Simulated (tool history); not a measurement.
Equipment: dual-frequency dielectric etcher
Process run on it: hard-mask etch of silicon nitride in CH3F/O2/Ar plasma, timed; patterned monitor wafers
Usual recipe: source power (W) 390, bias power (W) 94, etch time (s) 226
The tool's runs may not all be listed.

| run | hour | source power (W) | bias power (W) | etch time (s) | read-back reference wafer on the same gauge, depth_nm | mean etch depth across the wafer (Å) |
|---|---|---|---|---|---|---|
| 1 | 0 | 340 | 100 | 226 | 184 | 1516 |
| 2 | 51.5 | 340 | 94 | 226 | 183.9 | 1475 |
| 3 | 113.7 | 340 | 94 | 226 | 184 | 1480 |
| 4 | 173 | 390 | 94 | 226 | 183.9 | 1572 |
|  | 320.5 | wet clean of the chamber |
| 5 | 345.2 | 390 | 94 | 197.5 | 183.9 | 1367 |
| 6 | 407.2 | 390 | 94 | 197.5 | 184.1 | 1376 |
|  | 474.5 | bias power generator calibrated |
| 7 | 475 | 450 | 111 | 226 | 183.9 | 1795 |
| 8 | 516.3 | 450 | 111 | 226 | 184 | 1788 |
| 9 | 556.7 | 390 | 71 | 226 | 184.1 | 1408 |
| 10 | 589.5 | 290 | 113 | 190.5 | 184 | 1258 |
| 11 | 656.1 | 320 | 94 | 281 | 184.1 | 1793 |
| 12 | 681.4 | 390 | 94 | 268.5 | 183.9 | 1856 |
| 13 | 744.8 | 480 | 94 | 292 | 184.1 | 2216 |
| 14 | 774.2 | 390 | 84 | 226 | 184.1 | 1501 |
|  | 829 | source power generator calibrated |
| 15 | 840.7 | 390 | 94 | 226 | 183.9 | 1576 |
|  | 858 | gauge calibrated |
| 16 | 882.7 | 390 | 94 | 208.5 | 184.1 | 1455 |
|  | 946.3 | upper electrode replaced |
| 17 | 946.8 | 390 | 94 | 186 | 183.9 | 1301 |
|  | 993.6 | wet clean of the chamber |
| 18 | 994.1 | 390 | 79 | 278.5 | 183.9 | 1805 |
| 19 | 1002.2 | 290 | 76 | 196.5 | 184 | 1094 |
| 20 | 1068 | 390 | 84 | 266 | 183.9 | 1771 |
| 21 | 1097.9 | 310 | 73 | 253 | 184 | 1429 |
| 22 | 1140.9 | 460 | 74 | 252.5 | 184 | 1712 |
| 23 | 1189.5 | 390 | 94 | 268.5 | 184.1 | 1864 |
| 24 | 1232.1 | 390 | 94 | 226 | 184 | 1583 |
| 25 | 1269.3 | 390 | 94 | 226 | 183.9 | 1569 |
| 26 | 1298.9 | 320 | 77 | 282.5 | 184.1 | 1659 |
| 27 | 1367.8 | 470 | 94 | 171.5 | 184.1 | 1294 |
| 28 | 1393.6 | 450 | 94 | 293 | 184.1 | 2176 |
| 29 | 1465.3 | 390 | 113 | 246.5 | 184 | 1855 |

Here are 5 independent what-if runs from the current tool condition. What would each one return?
| A | 1465.8 | 390 | 100 | 226 | ? | ? |
| B | 1465.8 | 470 | 79 | 162.5 | ? | ? |
| C | 1465.8 | 490 | 94 | 197.5 | ? | ? |
| D | 1465.8 | 420 | 107 | 178.5 | ? | ? |
| E | 1465.8 | 320 | 102 | 192.5 | ? | ? |

| run | read-back reference wafer on the same gauge, depth_nm | mean etch depth across the wafer (Å) |
|---|---|---|
| A | 184 | 1619 |
| B | 184 | 1146 |
| C | 184 | 1521 |
| D | 184 | 1358 |
| E | 184 | 1275 |
With the hidden condition removed and each run's random variation left untouched, the same runs would have given:
| run | mean etch depth across the wafer (Å) |
|---|---|
| A | 1619 |
| B | 1146 |
| C | 1521 |
| D | 1358 |
| E | 1275 |
